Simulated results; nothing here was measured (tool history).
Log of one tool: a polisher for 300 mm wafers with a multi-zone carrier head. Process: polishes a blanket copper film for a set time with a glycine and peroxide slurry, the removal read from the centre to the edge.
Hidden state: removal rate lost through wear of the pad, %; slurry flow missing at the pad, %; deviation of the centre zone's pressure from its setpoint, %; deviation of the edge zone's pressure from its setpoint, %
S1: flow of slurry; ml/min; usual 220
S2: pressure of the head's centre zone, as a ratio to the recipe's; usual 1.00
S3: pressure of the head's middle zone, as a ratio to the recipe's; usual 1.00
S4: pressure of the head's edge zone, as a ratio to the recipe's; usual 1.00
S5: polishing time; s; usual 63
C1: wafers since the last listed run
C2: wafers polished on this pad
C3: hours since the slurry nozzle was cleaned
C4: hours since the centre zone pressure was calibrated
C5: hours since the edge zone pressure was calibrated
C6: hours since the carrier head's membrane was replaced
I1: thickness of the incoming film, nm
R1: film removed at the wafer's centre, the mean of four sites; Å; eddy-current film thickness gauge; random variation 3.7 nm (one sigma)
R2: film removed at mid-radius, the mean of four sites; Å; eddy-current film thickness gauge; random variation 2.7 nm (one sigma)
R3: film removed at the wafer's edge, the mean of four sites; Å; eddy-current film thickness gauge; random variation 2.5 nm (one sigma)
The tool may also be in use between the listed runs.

| run | hour | S1 | S2 | S3 | S4 | S5 | C1 | C2 | C3 | C4 | C5 | C6 | I1 | R1 | R2 | R3 |
|---|---|---|---|---|---|---|---|---|---|---|---|---|---|---|---|---|
| 1 | 0.0 | 220 | 1.00 | 1.00 | 1.00 | 63 | 0 | 290 | 148.3 | 540.9 | 378.6 | 914.8 | 1172.4 | 2712 | 2708 | 2672 |
| 2 | 10.4 | 220 | 1.00 | 1.00 | 1.00 | 63 | 144 | 435 | 158.7 | 551.3 | 389.0 | 925.2 | 1152.1 | 2652 | 2682 | 2635 |
| 3 | 21.8 | 220 | 1.00 | 1.00 | 0.95 | 63 | 158 | 594 | 170.1 | 562.7 | 400.4 | 936.6 | 1173.5 | 2628 | 2676 | 2624 |
|  | 33.4 | centre zone pressure recalibrated |
| 4 | 38.9 | 220 | 1.00 | 1.00 | 1.00 | 63 | 210 | 804 | 187.2 | 5.5 | 417.5 | 953.7 | 1168.4 | 2620 | 2630 | 2611 |
| 5 | 55.3 | 220 | 1.00 | 1.00 | 1.07 | 77 | 228 | 1033 | 203.6 | 21.9 | 433.9 | 970.1 | 1157.1 | 3351 | 3206 | 3362 |
|  | 68.8 | carrier head's membrane replaced by a new one |
| 6 | 69.2 | 220 | 1.00 | 1.00 | 1.00 | 63 | 124 | 1157 | 217.5 | 35.8 | 447.8 | 0.4 | 1167.8 | 2601 | 2585 | 2613 |
| 7 | 76.6 | 220 | 1.06 | 1.00 | 1.00 | 63 | 103 | 1260 | 224.9 | 43.2 | 455.2 | 7.8 | 1151.3 | 2786 | 2577 | 2652 |
|  | 81.5 | worn pad replaced by a new one |
| 8 | 88.2 | 220 | 0.92 | 1.00 | 1.00 | 63 | 105 | 93 | 236.5 | 54.8 | 466.8 | 19.4 | 1170.7 | 2454 | 2581 | 2620 |
|  | 100.8 | edge zone pressure recalibrated |
| 9 | 104.9 | 175 | 1.07 | 1.00 | 1.00 | 63 | 204 | 298 | 253.2 | 71.5 | 4.1 | 36.1 | 1179.8 | 2691 | 2524 | 2539 |
| 10 | 119.9 | 280 | 0.97 | 0.96 | 1.08 | 63 | 209 | 507 | 268.2 | 86.5 | 19.1 | 51.1 | 1186.8 | 2601 | 2605 | 2767 |
| 11 | 127.5 | 220 | 1.09 | 1.00 | 1.00 | 63 | 105 | 613 | 275.8 | 94.1 | 26.7 | 58.7 | 1176.9 | 2805 | 2577 | 2648 |
| 12 | 141.2 | 220 | 1.00 | 1.00 | 0.90 | 54 | 190 | 804 | 289.5 | 107.8 | 40.4 | 72.4 | 1174.0 | 2236 | 2204 | 2156 |
| 13 | 154.9 | 280 | 0.97 | 0.96 | 1.08 | 63 | 190 | 995 | 303.2 | 121.5 | 54.1 | 86.1 | 1169.9 | 2631 | 2568 | 2756 |
| 14 | 167.6 | 220 | 1.12 | 1.00 | 1.00 | 63 | 176 | 1172 | 315.9 | 134.2 | 66.8 | 98.8 | 1170.9 | 2848 | 2563 | 2566 |
| 15 | 179.1 | 290 | 1.00 | 1.05 | 1.00 | 79 | 160 | 1332 | 327.4 | 145.7 | 78.3 | 110.3 | 1147.8 | 3423 | 3476 | 3311 |
|  | 191.6 | worn pad replaced by a new one |
|  | 206.8 | slurry nozzle cleaned |
| 16 | 207.8 | 220 | 1.00 | 0.93 | 1.00 | 51 | 330 | 212 | 1.0 | 174.4 | 107.0 | 139.0 | 1162.9 | 2159 | 2063 | 2185 |
| 17 | 216.9 | 220 | 1.00 | 0.90 | 1.00 | 63 | 126 | 338 | 10.1 | 183.5 | 116.1 | 148.1 | 1168.9 | 2760 | 2475 | 2692 |
| 18 | 269.3 | 200 | 1.00 | 1.04 | 1.05 | 63 | 730 | 1069 | 62.5 | 235.9 | 168.5 | 200.5 | 1178.2 | 2736 | 2741 | 2717 |
| 19 | 278.5 | 220 | 1.00 | 1.00 | 1.00 | 63 | 128 | 1197 | 71.7 | 245.1 | 177.7 | 209.7 | 1145.2 | 2696 | 2674 | 2679 |
|  | 293.1 | worn pad replaced by a new one |
| 20 | 297.6 | 285 | 0.90 | 1.00 | 1.00 | 63 | 210 | 62 | 90.8 | 264.2 | 196.8 | 228.8 | 1178.5 | 2499 | 2757 | 2726 |
| 21 | 306.5 | 220 | 1.00 | 1.00 | 0.94 | 47 | 124 | 186 | 99.7 | 273.1 | 205.7 | 237.7 | 1187.0 | 1991 | 1994 | 1932 |
| 22 | 318.4 | 180 | 1.00 | 1.00 | 1.00 | 63 | 165 | 352 | 111.6 | 285.0 | 217.6 | 249.6 | 1191.0 | 2611 | 2597 | 2627 |
| 23 | 333.8 | 290 | 1.00 | 1.00 | 1.00 | 63 | 214 | 567 | 127.0 | 300.4 | 233.0 | 265.0 | 1171.2 | 2765 | 2771 | 2735 |

Forecast each of these 3 alternatives for the next run:
| A | 334.2 | 220 | 1.00 | 1.00 | 1.00 | 63 | 5 | 572 | 127.4 | 300.8 | 233.4 | 265.4 | 1189.2 | ? | ? | ? |
| B | 334.2 | 220 | 1.00 | 1.00 | 1.08 | 63 | 5 | 572 | 127.4 | 300.8 | 233.4 | 265.4 | 1189.2 | ? | ? | ? |
| C | 334.2 | 220 | 1.10 | 0.97 | 1.03 | 51 | 5 | 572 | 127.4 | 300.8 | 233.4 | 265.4 | 1189.2 | ? | ? | ? |

| run | R1 | R2 | R3 |
|---|---|---|---|
| A | 2740 | 2652 | 2669 |
| B | 2740 | 2651 | 2772 |
| C | 2413 | 2091 | 2193 |
Without the tool's hidden state the same runs would have given:
| run | R1 | R2 | R3 |
|---|---|---|---|
| A | 2790 | 2696 | 2702 |
| B | 2790 | 2695 | 2807 |
| C | 2458 | 2126 | 2220 |
